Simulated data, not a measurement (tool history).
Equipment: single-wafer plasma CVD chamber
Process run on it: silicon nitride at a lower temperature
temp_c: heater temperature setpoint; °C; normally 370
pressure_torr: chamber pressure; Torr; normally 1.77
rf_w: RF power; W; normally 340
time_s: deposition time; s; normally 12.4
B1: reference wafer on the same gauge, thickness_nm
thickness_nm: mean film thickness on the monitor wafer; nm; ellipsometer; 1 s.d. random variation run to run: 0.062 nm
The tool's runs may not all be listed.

{"run": 1, "day": 0.0, "temp_c": 370, "pressure_torr": 1.77, "rf_w": 390, "time_s": 12.4, "B1": 14.781, "thickness_nm": 16.348}
{"run": 2, "day": 0.596, "temp_c": 370, "pressure_torr": 1.77, "rf_w": 340, "time_s": 12.4, "B1": 14.794, "thickness_nm": 14.957}
{"run": 3, "day": 0.95, "temp_c": 370, "pressure_torr": 1.77, "rf_w": 340, "time_s": 12.4, "B1": 14.813, "thickness_nm": 14.902}
{"run": 4, "day": 1.679, "temp_c": 370, "pressure_torr": 1.77, "rf_w": 340, "time_s": 12.4, "B1": 14.791, "thickness_nm": 14.943}
{"run": 5, "day": 2.354, "temp_c": 370, "pressure_torr": 1.77, "rf_w": 340, "time_s": 12.4, "B1": 14.805, "thickness_nm": 15.091}
{"run": 6, "day": 3.033, "temp_c": 370, "pressure_torr": 1.77, "rf_w": 340, "time_s": 12.4, "B1": 14.8, "thickness_nm": 14.966}
{"day": 3.742, "done": "capacitance manometer re-zeroed and calibrated"}
{"run": 7, "day": 3.762, "temp_c": 370, "pressure_torr": 1.77, "rf_w": 340, "time_s": 12.4, "B1": 14.784, "thickness_nm": 14.937}
{"run": 8, "day": 3.821, "temp_c": 384, "pressure_torr": 1.77, "rf_w": 340, "time_s": 12.4, "B1": 14.804, "thickness_nm": 14.941}
{"day": 4.3, "done": "thermocouple changed; heater temperature recalibrated"}
{"run": 9, "day": 4.388, "temp_c": 370, "pressure_torr": 1.77, "rf_w": 340, "time_s": 12.4, "B1": 14.81, "thickness_nm": 14.937}
{"day": 4.771, "done": "RF generator calibrated"}
{"day": 4.95, "done": "gauge calibrated"}
{"run": 10, "day": 5.562, "temp_c": 359, "pressure_torr": 1.61, "rf_w": 275, "time_s": 12.4, "B1": 14.814, "thickness_nm": 12.529}
{"day": 5.921, "done": "showerhead replaced"}
{"run": 11, "day": 6.292, "temp_c": 359, "pressure_torr": 2.13, "rf_w": 365, "time_s": 13.4, "B1": 14.808, "thickness_nm": 17.992}

What will run 12 give?
{"run": 12, "day": 6.717, "temp_c": 370, "pressure_torr": 1.77, "rf_w": 315, "time_s": 11.6, "B1": "?", "thickness_nm": "?"}

B1: 14.792
thickness_nm: 13.236 nm
Take away the tool's hidden state, keep the run-to-run variation as it was, and the same run would have given thickness_nm 13.236 nm.
